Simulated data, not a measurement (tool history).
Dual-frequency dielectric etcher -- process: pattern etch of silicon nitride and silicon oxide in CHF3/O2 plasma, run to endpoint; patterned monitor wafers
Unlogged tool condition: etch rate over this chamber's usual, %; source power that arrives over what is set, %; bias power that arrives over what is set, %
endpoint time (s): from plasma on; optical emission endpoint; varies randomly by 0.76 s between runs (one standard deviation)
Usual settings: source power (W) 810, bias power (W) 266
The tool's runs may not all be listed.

run    hour  source power (W)  bias power (W)  wafers since the last listed run  hours since the last wet clean  hours since the last source power generator calibration  hours since the last bias power generator calibration  hours since the last upper electrode change  incoming incoming film thickness, nm  endpoint time (s)
  1       0               810             266                                 0                           108.6                                                   1950.8                                                  919.5                                       4038.9                                 323.3              167.7
  2    83.8               810             266                               743                           192.4                                                   2034.6                                                 1003.3                                       4122.7                                 323.1              169.2
  3   172.4               810             266                               786                             281                                                   2123.2                                                 1091.9                                       4211.3                                   328              173.6
  4   221.3               750             306                               434                           329.9                                                   2172.1                                                 1140.8                                       4260.2                                 323.6              169.6
  5   257.7               730             266                               323                           366.3                                                   2208.5                                                 1177.2                                       4296.6                                 323.5              178.8
  6     364               730             266                               943                           472.6                                                   2314.8                                                 1283.5                                       4402.9                                 324.9              179.6
  7     448               730             266                               745                           556.6                                                   2398.8                                                 1367.5                                       4486.9                                 323.7              180.8
  8   484.9               870             266                               327                           593.5                                                   2435.7                                                 1404.4                                       4523.8                                 325.5              172.6
      514.8  -- upper electrode replaced
  9     539               870             266                               267                           647.6                                                   2489.8                                                 1458.5                                         24.2                                 322.5              173.2
      566.4  -- wet clean of the chamber
 10   823.1               810             266                              2308                           256.7                                                   2773.9                                                 1742.6                                        308.3                                 320.4              168.6
 11   889.5               810             266                               589                           323.1                                                   2840.3                                                   1809                                        374.7                                   327              173.2
 12     959               810             266                               616                           392.6                                                   2909.8                                                 1878.5                                        444.2                                 323.8              173.3
     1018.8  -- bias power generator calibrated
 13  1060.4               810             239                               864                             494                                                   3011.2                                                   41.6                                        545.6                                 322.8              178.4
 14    1161               630             301                               893                           594.6                                                   3111.8                                                  142.2                                        646.2                                 327.6              184.1
 15  1213.8               810             266                               468                           647.4                                                   3164.6                                                    195                                          699                                 323.1              175.9
     1250.7  -- wet clean of the chamber
 16  1274.4               960             330                               324                            23.7                                                   3225.2                                                  255.6                                        759.6                                 323.8              149.2
 17  1380.5               810             266                               941                           129.8                                                   3331.3                                                  361.7                                        865.7                                 327.7              170.6

Run 18, settings as shown, results not yet in. Your forecast:
     1426.3  -- source power generator calibrated
 18  1470.4              1010             331                               762                           219.7                                                     44.1                                                  451.6                                        955.6                                 327.4                  ?

Run 18 gave endpoint time (s) 151.1.
Minus the tool's unlogged condition, the same run would have read endpoint time (s) 148.9.
